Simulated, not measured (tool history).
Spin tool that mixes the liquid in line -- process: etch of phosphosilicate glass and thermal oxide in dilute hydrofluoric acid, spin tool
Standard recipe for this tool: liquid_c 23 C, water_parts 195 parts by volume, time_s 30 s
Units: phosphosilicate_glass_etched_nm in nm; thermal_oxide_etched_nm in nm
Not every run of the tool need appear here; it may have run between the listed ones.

run    hour  liquid_c  water_parts  time_s  wafers since the last listed run  hours since the thermometer was replaced  hours since the hydrofluoric acid flow meter was replaced  hours since the gauge calibration  read-back film thickness of the phosphosilicate glass reference wafer, read on the same gauge (nm)  read-back film thickness of the thermal oxide reference wafer, read on the same gauge (nm)  phosphosilicate_glass_etched_nm  thermal_oxide_etched_nm
  1       0        23          195      15                                 0                                    1790.9                                                     1660.8                              185.5                                                                                                 150                                                                                      69.996                            12.74                    0.411
  2    52.5        23          195      30                               559                                    1843.4                                                     1713.3                                238                                                                                              150.02                                                                                      70.017                             25.5                    0.835
  3    96.5        23          195      40                               469                                    1887.4                                                     1757.3                                282                                                                                              149.98                                                                                      69.993                            33.99                    1.006
  4   129.5        23          195      40                               351                                    1920.4                                                     1790.3                                315                                                                                              150.01                                                                                      70.014                            34.07                    1.179
  5   174.7        23          195      30                               481                                    1965.6                                                     1835.5                              360.2                                                                                              150.02                                                                                      69.977                             25.7                    0.781
  6   224.1        23          195      30                               526                                      2015                                                     1884.9                              409.6                                                                                              149.99                                                                                      70.007                            25.92                    0.779
  7     281        23          195      30                               606                                    2071.9                                                     1941.8                              466.5                                                                                              150.01                                                                                       69.98                            25.97                     0.82
  8   339.1        23          195      30                               619                                      2130                                                     1999.9                              524.6                                                                                              149.98                                                                                       69.98                             26.1                    0.788
  9   371.3        23          195      30                               343                                    2162.2                                                     2032.1                              556.8                                                                                              149.97                                                                                      69.998                            26.09                    0.764
 10   421.2        23          195      30                               532                                    2212.1                                                       2082                              606.7                                                                                              149.98                                                                                      70.005                            26.37                    0.833
 11   492.8      19.5          195      40                               763                                    2283.7                                                     2153.6                              678.3                                                                                                 150                                                                                      70.002                            30.83                    0.934
 12   517.9      27.5          100      15                               267                                    2308.8                                                     2178.7                              703.4                                                                                                 150                                                                                       70.02                            33.82                    1.053
 13   547.5        23          140      45                               315                                    2338.4                                                     2208.3                                733                                                                                              150.01                                                                                      70.024                            58.89                    1.906
 14   587.8      27.5          275      45                               429                                    2378.7                                                     2248.6                              773.3                                                                                                 150                                                                                      69.999                            30.38                    1.049
        603  -- hydrofluoric acid flow meter replaced
      635.6  -- gauge calibrated
 15   650.7        23          195      40                               659                                    2441.6                                                       47.7                               15.1                                                                                              150.01                                                                                       70.02                               32                    1.012
 16   679.4        23          245      30                               305                                    2470.3                                                       76.4                               43.8                                                                                              150.03                                                                                      70.014                            18.11                    0.562
 17   735.5        26          195      30                               598                                    2526.4                                                      132.5                               99.9                                                                                              150.02                                                                                      69.996                            27.02                      0.8
 18   799.4        21          220      15                               681                                    2590.3                                                      196.4                              163.8                                                                                                 150                                                                                       70.03                             9.86                    0.307
 19   831.8        23          195      30                               345                                    2622.7                                                      228.8                              196.2                                                                                                 150                                                                                      69.989                            24.21                    0.749
        892  -- thermometer replaced
 20   898.3        23          115      30                               698                                       6.3                                                      295.3                              262.7                                                                                              149.99                                                                                      69.995                             41.4                    1.322
 21   936.9      26.5          140      30                               411                                      44.9                                                      333.9                              301.3                                                                                                 150                                                                                      70.001                            37.99                    1.147
 22   980.8        19          110      15                               468                                      88.8                                                      377.8                              345.2                                                                                                 150                                                                                      70.014                             18.7                    0.623
 23    1034        23          195      25                               567                                       142                                                        431                              398.4                                                                                              150.01                                                                                      69.995                             18.9                     0.55
 24  1079.9        27          195      30                               489                                     187.9                                                      476.9                              444.3                                                                                                 150                                                                                      69.987                            26.41                    0.794
 25  1105.7        23          235      45                               275                                     213.7                                                      502.7                              470.1                                                                                              150.04                                                                                      70.002                            27.28                    0.827
 26  1161.5        23          195      30                               594                                     269.5                                                      558.5                              525.9                                                                                              149.99                                                                                      70.013                            22.98                    0.723

Entry by entry between the runs, the difference in hidden state between the last listed run before and the first listed run after:
Logged between run 14 and run 15: hydrofluoric acid flow meter replaced (hour 603); gauge calibrated (hour 635.6)
  liquid hotter than its thermometer reads (K): 2.26 -> 2.32; hydrofluoric acid flow above the setpoint (%): 9.41 -> 0.606
  measured value less the no-hidden-state value, phosphosilicate_glass_etched_nm: +5.3 -> +2.85 nm; thermal_oxide_etched_nm: +0.183 -> +0.09 nm
Logged between run 19 and run 20: thermometer replaced (hour 892)
  liquid hotter than its thermometer reads (K): 2.48 -> 0.135; hydrofluoric acid flow above the setpoint (%): 1.29 -> 1.54
  measured value less the no-hidden-state value, phosphosilicate_glass_etched_nm: +2.46 -> +0.94 nm; thermal_oxide_etched_nm: +0.077 -> +0.03 nm

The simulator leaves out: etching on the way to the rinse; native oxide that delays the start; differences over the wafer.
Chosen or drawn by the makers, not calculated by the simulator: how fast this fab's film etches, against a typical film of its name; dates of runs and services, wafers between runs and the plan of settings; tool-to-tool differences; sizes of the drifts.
